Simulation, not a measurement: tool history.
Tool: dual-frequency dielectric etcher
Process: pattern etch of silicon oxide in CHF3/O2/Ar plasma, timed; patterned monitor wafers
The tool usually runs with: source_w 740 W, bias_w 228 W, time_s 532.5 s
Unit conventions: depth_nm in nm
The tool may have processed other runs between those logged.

run   hour  source_w  bias_w  time_s  wafers since the last listed run  hours since the last wet clean  hours since the last source power generator calibration  hours since the last bias power generator calibration  hours since the last upper electrode change  hours since the gauge calibration  read-back reference wafer on the same gauge, depth_nm  depth_nm
  1    0.0       740     228   532.5                                 0                           393.3                                                   2699.2                                                 1680.0                                       3063.0                               19.6                                                  971.0    1153.2
      45.2  -- wet clean of the chamber
  2   45.7       740     228   532.5                                56                             0.5                                                   2744.9                                                 1725.7                                       3108.7                               65.3                                                  969.8    1176.6
  3   60.3       860     260   532.5                                37                            15.1                                                   2759.5                                                 1740.3                                       3123.3                               79.9                                                  969.8    1291.8
  4   80.0       740     228   532.5                                51                            34.8                                                   2779.2                                                 1760.0                                       3143.0                               99.6                                                  970.9    1168.5
  5   95.0       740     228   532.5                                38                            49.8                                                   2794.2                                                 1775.0                                       3158.0                              114.6                                                  969.1    1170.1
  6  128.6       740     228   532.5                                87                            83.4                                                   2827.8                                                 1808.6                                       3191.6                              148.2                                                  969.5    1165.8
     153.6  -- upper electrode replaced
  7  158.7       560     228   379.5                                15                           113.5                                                   2857.9                                                 1838.7                                          5.1                              178.3                                                  968.9     763.2
     178.4  -- source power generator calibrated
  8  185.6       820     244   609.5                                59                           140.4                                                      7.2                                                 1865.6                                         32.0                              205.2                                                  969.5    1422.0
  9  208.0       740     267   483.0                                58                           162.8                                                     29.6                                                 1888.0                                         54.4                              227.6                                                  970.5    1126.8
 10  232.7       740     228   532.5                                64                           187.5                                                     54.3                                                 1912.7                                         79.1                              252.3                                                  970.1    1157.1
 11  252.1       740     262   532.5                                50                           206.9                                                     73.7                                                 1932.1                                         98.5                              271.7                                                  970.0    1220.4
     286.8  -- bias power generator calibrated
 12  287.3       740     270   451.0                                81                           242.1                                                    108.9                                                    0.5                                        133.7                              306.9                                                  969.5    1040.8
 13  316.8       740     228   532.5                                76                           271.6                                                    138.4                                                   30.0                                        163.2                              336.4                                                  969.9    1153.1
 14  348.6       630     178   664.5                                82                           303.4                                                    170.2                                                   61.8                                        195.0                              368.2                                                  970.0    1242.5
 15  376.4       740     228   532.5                                72                           331.2                                                    198.0                                                   89.6                                        222.8                              396.0                                                  970.6    1147.9
 16  410.9       740     228   532.5                                89                           365.7                                                    232.5                                                  124.1                                        257.3                              430.5                                                  970.2    1147.7
     446.0  -- wet clean of the chamber
 17  446.5       920     252   668.0                                30                             0.5                                                    268.1                                                  159.7                                        292.9                              466.1                                                  970.8    1643.0
 18  457.3       740     228   532.5                                28                            11.3                                                    278.9                                                  170.5                                        303.7                              476.9                                                  971.4    1177.7
 19  490.4       660     247   609.5                                85                            44.4                                                    312.0                                                  203.6                                        336.8                              510.0                                                  969.9    1338.3
 20  514.8       850     228   532.5                                63                            68.8                                                    336.4                                                  228.0                                        361.2                              534.4                                                  970.6    1214.9
 21  539.6       740     228   532.5                                64                            93.6                                                    361.2                                                  252.8                                        386.0                              559.2                                                  969.7    1161.0
 22  582.0       740     228   603.0                               110                           136.0                                                    403.6                                                  295.2                                        428.4                              601.6                                                  970.3    1327.2
 23  603.2       840     228   532.5                                55                           157.2                                                    424.8                                                  316.4                                        449.6                              622.8                                                  970.6    1217.1
 24  633.4       590     189   532.5                                78                           187.4                                                    455.0                                                  346.6                                        479.8                              653.0                                                  969.2    1015.8
 25  649.4       740     228   532.5                                41                           203.4                                                    471.0                                                  362.6                                        495.8                              669.0                                                  970.1    1155.4
 26  661.6       740     245   451.0                                31                           215.6                                                    483.2                                                  374.8                                        508.0                              681.2                                                  971.2    1004.2
 27  684.8       740     228   532.5                                60                           238.8                                                    506.4                                                  398.0                                        531.2                              704.4                                                  970.3    1156.8
 28  710.8       640     260   579.5                                67                           264.8                                                    532.4                                                  424.0                                        557.2                              730.4                                                  969.7    1263.1
 29  743.5       810     277   393.0                                84                           297.5                                                    565.1                                                  456.7                                        589.9                              763.1                                                  969.9     941.8
 30  755.6       740     184   532.5                                31                           309.6                                                    577.2                                                  468.8                                        602.0                              775.2                                                  970.6    1060.4

Run-by-run hidden state of the tool:
source power that arrives over what is set, %: 0 at every run
bias power that arrives over what is set, %: 0 at every run
gauge reads high (%): 0 at every run
H1: etch rate over this chamber's usual, %
run      H1
  1    -2.6
  2  -0.299
  3  -0.404
  4  -0.546
  5  -0.653
  6  -0.895
  7   -1.11
  8    -1.3
  9   -1.47
 10   -1.64
 11   -1.78
 12   -2.04
 13   -2.25
 14   -2.48
 15   -2.68
 16   -2.93
 17  -0.241
 18  -0.319
 19  -0.557
 20  -0.733
 21  -0.911
 22   -1.22
 23   -1.37
 24   -1.59
 25    -1.7
 26   -1.79
 27   -1.96
 28   -2.14
 29   -2.38
 30   -2.46
